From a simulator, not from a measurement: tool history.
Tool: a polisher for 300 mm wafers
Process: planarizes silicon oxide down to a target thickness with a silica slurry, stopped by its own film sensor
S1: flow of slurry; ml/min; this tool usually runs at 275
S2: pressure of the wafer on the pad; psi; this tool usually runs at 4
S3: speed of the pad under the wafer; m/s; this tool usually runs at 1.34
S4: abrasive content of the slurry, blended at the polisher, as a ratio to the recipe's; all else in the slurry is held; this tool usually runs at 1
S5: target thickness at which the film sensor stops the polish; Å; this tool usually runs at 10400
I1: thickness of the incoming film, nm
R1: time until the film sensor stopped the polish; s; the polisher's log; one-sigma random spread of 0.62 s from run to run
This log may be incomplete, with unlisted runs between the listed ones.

run,hour,S1,S2,S3,S4,S5,I1,R1
1,0,275,4,1.08,1,10400,1297.1,71.9
2,111.7,275,4,1.34,1,10010,1301.8,71.2
3,202.7,275,4,1.34,1.1,10400,1283.5,54.7
4,242.7,275,4.8,1.6,1,10400,1303.4,45
# hour 264.9: slurry blender recalibrated
5,327.4,275,4.8,1.6,1,10400,1291.3,42.1
6,386.1,275,2.7,1.34,0.9,10400,1278,88.4
# hour 392.2: slurry nozzle cleaned
7,424.9,275,4,1.34,1,10400,1283.9,57.8
# hour 447.1: conditioning disc replaced and pad reconditioned
8,513.7,275,4,1.34,1,10400,1263.7,53.8
# hour 574.7: worn pad replaced by a new one
9,575.2,275,4,0.88,1,10660,1286.5,72.7
10,620.1,275,4,1.34,1,10150,1297.6,68.2
11,663.6,350,4,1.34,1,10400,1291.7,58
12,709.9,275,4,1.34,1,10400,1263.9,53
# hour 776.5: slurry blender recalibrated
13,806.2,275,3.5,1.34,1,10770,1308.2,63.8
# hour 856.2: slurry nozzle cleaned
14,863.2,330,2.6,1.78,0.8,10400,1302.1,84
15,950.1,275,4,1.34,1,10400,1305.6,63.5
# hour 989.9: head pressure recalibrated
16,990.4,220,4,1.34,1,9860,1289.2,73.3
# hour 1029.3: conditioning disc replaced and pad reconditioned
17,1044.2,275,4,1.34,1,10150,1297,67.7
18,1083.6,275,4,1.34,1,10400,1271.7,54.7
# hour 1150: worn pad replaced by a new one
19,1150.4,220,5,1.14,0.75,10400,1293.1,66.9
20,1219.5,275,4,1.34,1,10400,1309.2,64
# hour 1287.7: slurry blender recalibrated
21,1318.5,275,4,1.34,0.8,11100,1269.2,42.8

Predict the results of run 22:
# hour 1334.6: slurry nozzle cleaned
22,1421.1,245,4,1.58,1.1,10050,1278.5,?

Run 22 produced R1 55.2 s.
Without the tool's hidden state the same run would have given R1 55.2 s.
